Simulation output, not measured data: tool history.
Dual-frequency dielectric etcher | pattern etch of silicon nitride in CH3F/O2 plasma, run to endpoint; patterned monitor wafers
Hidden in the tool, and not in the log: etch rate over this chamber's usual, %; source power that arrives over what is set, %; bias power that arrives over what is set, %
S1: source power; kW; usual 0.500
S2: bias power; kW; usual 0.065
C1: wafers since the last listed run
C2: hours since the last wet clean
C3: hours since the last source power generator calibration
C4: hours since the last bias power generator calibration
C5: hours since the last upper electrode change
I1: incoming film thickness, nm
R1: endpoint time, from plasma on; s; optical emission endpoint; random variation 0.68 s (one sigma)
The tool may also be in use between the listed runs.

| run | hour | S1 | S2 | C1 | C2 | C3 | C4 | C5 | I1 | R1 |
|---|---|---|---|---|---|---|---|---|---|---|
| 1 | 0.0 | 0.500 | 0.065 | 0 | 3.2 | 987.8 | 2869.0 | 4961.1 | 74.5 | 79.4 |
| 2 | 185.9 | 0.500 | 0.065 | 1452 | 189.1 | 1173.7 | 3054.9 | 5147.0 | 74.3 | 80.2 |
| 3 | 265.9 | 0.500 | 0.065 | 625 | 269.1 | 1253.7 | 3134.9 | 5227.0 | 74.3 | 79.3 |
| 4 | 351.5 | 0.500 | 0.065 | 668 | 354.7 | 1339.3 | 3220.5 | 5312.6 | 74.8 | 78.5 |
| 5 | 452.5 | 0.500 | 0.065 | 789 | 455.7 | 1440.3 | 3321.5 | 5413.6 | 74.7 | 79.5 |
| 6 | 540.9 | 0.500 | 0.065 | 690 | 544.1 | 1528.7 | 3409.9 | 5502.0 | 75.2 | 80.4 |
|  | 566.6 | wet clean of the chamber |
| 7 | 598.3 | 0.550 | 0.055 | 260 | 31.7 | 1586.1 | 3467.3 | 5559.4 | 75.2 | 79.1 |
| 8 | 667.7 | 0.550 | 0.055 | 542 | 101.1 | 1655.5 | 3536.7 | 5628.8 | 74.6 | 78.6 |
| 9 | 704.2 | 0.550 | 0.055 | 285 | 137.6 | 1692.0 | 3573.2 | 5665.3 | 75.3 | 78.1 |
| 10 | 775.6 | 0.500 | 0.065 | 557 | 209.0 | 1763.4 | 3644.6 | 5736.7 | 74.0 | 79.9 |
| 11 | 860.2 | 0.500 | 0.065 | 661 | 293.6 | 1848.0 | 3729.2 | 5821.3 | 74.9 | 80.7 |
|  | 932.9 | upper electrode replaced |
| 12 | 949.9 | 0.450 | 0.065 | 513 | 383.3 | 1937.7 | 3818.9 | 17.0 | 74.7 | 85.9 |
|  | 1057.9 | wet clean of the chamber |
| 13 | 1058.4 | 0.500 | 0.060 | 660 | 0.5 | 2046.2 | 3927.4 | 125.5 | 74.5 | 81.0 |
|  | 1072.9 | bias power generator calibrated |
| 14 | 1134.0 | 0.500 | 0.060 | 559 | 76.1 | 2121.8 | 61.1 | 201.1 | 75.0 | 83.1 |
| 15 | 1234.1 | 0.500 | 0.060 | 782 | 176.2 | 2221.9 | 161.2 | 301.2 | 75.5 | 83.3 |
| 16 | 1325.5 | 0.430 | 0.060 | 714 | 267.6 | 2313.3 | 252.6 | 392.6 | 74.5 | 91.6 |
| 17 | 1412.8 | 0.400 | 0.056 | 682 | 354.9 | 2400.6 | 339.9 | 479.9 | 74.1 | 97.0 |
| 18 | 1459.3 | 0.540 | 0.065 | 363 | 401.4 | 2447.1 | 386.4 | 526.4 | 75.9 | 78.7 |
|  | 1531.3 | wet clean of the chamber |
| 19 | 1531.8 | 0.610 | 0.080 | 378 | 0.5 | 2519.6 | 458.9 | 598.9 | 74.9 | 69.8 |
| 20 | 1612.2 | 0.500 | 0.065 | 628 | 80.9 | 2600.0 | 539.3 | 679.3 | 74.3 | 81.6 |
| 21 | 1648.7 | 0.580 | 0.055 | 285 | 117.4 | 2636.5 | 575.8 | 715.8 | 73.9 | 78.4 |
| 22 | 1718.4 | 0.500 | 0.065 | 544 | 187.1 | 2706.2 | 645.5 | 785.5 | 74.9 | 82.6 |
| 23 | 1792.9 | 0.580 | 0.059 | 582 | 261.6 | 2780.7 | 720.0 | 860.0 | 74.4 | 77.1 |

Run 24 comes next. What will it give?
| 24 | 1837.8 | 0.440 | 0.056 | 350 | 306.5 | 2825.6 | 764.9 | 904.9 | 74.9 | ? |

R1: 92.9 s
Without the tool's hidden state the same run would have given R1 89.1 s.
